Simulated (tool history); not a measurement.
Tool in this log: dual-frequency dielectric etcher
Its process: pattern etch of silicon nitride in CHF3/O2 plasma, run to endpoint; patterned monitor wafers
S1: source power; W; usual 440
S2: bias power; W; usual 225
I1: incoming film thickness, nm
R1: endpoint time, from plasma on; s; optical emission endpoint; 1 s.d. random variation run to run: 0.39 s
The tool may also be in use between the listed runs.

run	hour	S1	S2	I1	R1
1	0.0	480	225	66.1	42.9
2	49.1	360	225	66.4	50.0
3	106.4	440	225	66.5	44.9
4	147.0	440	225	66.4	44.5
5	230.1	440	225	66.7	44.6
6	331.0	440	225	65.8	43.6
# hour 360.2: wet clean of the chamber
7	437.7	390	225	66.7	47.5
8	513.0	390	225	65.8	46.4
9	564.1	440	225	66.4	45.0
10	631.7	370	198	66.1	50.6
# hour 685.8: source power generator calibrated
# hour 729.6: wet clean of the chamber
11	730.1	440	225	66.5	45.4
12	815.7	440	225	66.2	45.5
13	889.0	440	225	66.0	44.3
14	942.3	400	225	65.6	46.0
15	1024.9	390	173	66.6	53.2
# hour 1042.4: bias power generator calibrated
16	1065.5	530	255	66.7	38.1
# hour 1123.3: wet clean of the chamber
17	1123.8	440	225	66.0	45.4
# hour 1157.7: upper electrode replaced
18	1211.2	410	275	66.8	42.5
# hour 1499.4: wet clean of the chamber
19	1499.9	440	225	65.9	45.3
20	1564.1	530	225	66.6	41.7
21	1650.4	440	271	66.9	41.5
22	1697.6	440	246	66.5	42.1
23	1777.9	440	225	66.9	44.5
24	1837.5	530	170	66.0	46.0
# hour 1885.1: wet clean of the chamber
25	1907.4	550	247	65.6	39.0
26	1986.2	470	187	65.8	47.7
27	2083.3	340	176	66.1	57.0

Each row is a separate what-if for the run after 27, all from the same tool condition, not one after another. Results?
A	2083.7	440	199	66.5	?
B	2083.7	480	266	66.5	?
C	2083.7	440	180	66.5	?
D	2083.7	530	267	66.5	?
E	2083.7	500	192	66.5	?

run	R1
A	47.5
B	39.8
C	50.0
D	38.0
E	45.6
Had the tool no hidden state, the same runs would have come out as:
run	R1
A	48.7
B	40.7
C	51.2
D	38.9
E	46.8
